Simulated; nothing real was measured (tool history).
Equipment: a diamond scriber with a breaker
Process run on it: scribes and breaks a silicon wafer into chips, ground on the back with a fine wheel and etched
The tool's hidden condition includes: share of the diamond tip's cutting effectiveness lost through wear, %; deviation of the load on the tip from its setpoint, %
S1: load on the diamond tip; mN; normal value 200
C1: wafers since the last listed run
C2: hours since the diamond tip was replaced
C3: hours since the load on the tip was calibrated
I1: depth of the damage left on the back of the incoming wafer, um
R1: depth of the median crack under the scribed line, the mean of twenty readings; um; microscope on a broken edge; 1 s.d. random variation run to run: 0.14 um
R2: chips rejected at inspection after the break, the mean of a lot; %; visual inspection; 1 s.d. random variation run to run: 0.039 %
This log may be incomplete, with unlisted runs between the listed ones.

run	day	S1	C1	C2	C3	I1	R1	R2
1	0.000	200	0	701.9	1139.8	0.34	11.70	7.01
2	0.517	168	31	714.3	1152.2	0.64	10.02	15.60
3	1.758	168	75	744.1	1182.0	0.55	10.04	14.94
4	3.146	200	83	777.4	1215.3	0.77	11.33	8.37
5	4.196	200	63	802.6	1240.5	0.42	11.17	9.01
6	5.296	200	66	829.0	1266.9	0.62	10.78	9.90
7	6.658	200	82	861.7	1299.6	0.35	10.58	10.56
8	7.683	231	62	886.3	1324.2	0.77	11.75	6.03
9	8.479	231	48	905.4	1343.3	0.55	11.68	6.14
10	9.608	231	68	932.5	1370.4	0.48	11.59	7.10
11	10.112	200	30	944.6	1382.5	0.49	10.22	13.08
# day 10.254: diamond tip replaced by a new one
12	11.362	200	70	26.6	1412.5	0.35	12.55	3.36
13	12.008	200	39	42.1	1428.0	0.73	12.70	3.65
14	12.675	200	40	58.1	1444.0	0.78	12.62	3.54
15	13.542	171	52	78.9	1464.8	0.50	11.01	8.12
16	14.088	183	33	92.0	1477.9	0.62	11.96	5.91
# day 15.021: load on the tip recalibrated
17	17.242	227	185	167.7	53.3	0.68	15.61	1.49
18	18.288	218	63	192.8	78.4	0.54	14.72	1.17
19	19.104	160	49	212.4	98.0	0.33	11.49	6.72
20	19.633	200	32	225.1	110.7	0.69	13.77	1.69
21	20.983	200	81	257.5	143.1	0.36	13.67	1.82
22	21.758	200	46	276.1	161.7	0.59	13.77	1.99
23	22.333	184	34	289.9	175.5	0.36	12.78	3.60
24	23.404	157	64	315.6	201.2	0.35	11.16	9.07
25	24.192	148	47	334.5	220.1	0.46	10.38	11.70
26	24.933	200	44	352.3	237.9	0.48	13.51	2.46

Forecast each of these 5 alternatives for the next run:
A	24.958	172	1	352.9	238.5	0.49	?	?
B	24.958	235	1	352.9	238.5	0.49	?	?
C	24.958	240	1	352.9	238.5	0.49	?	?
D	24.958	140	1	352.9	238.5	0.49	?	?
E	24.958	166	1	352.9	238.5	0.49	?	?

run	R1	R2
A	11.81	6.08
B	15.02	1.26
C	15.26	1.31
D	10.00	14.78
E	11.48	7.28
Without the tool's hidden state the same runs would have given:
run	R1	R2
A	13.23	2.53
B	16.83	2.64
C	17.10	3.02
D	11.20	8.43
E	12.86	3.20
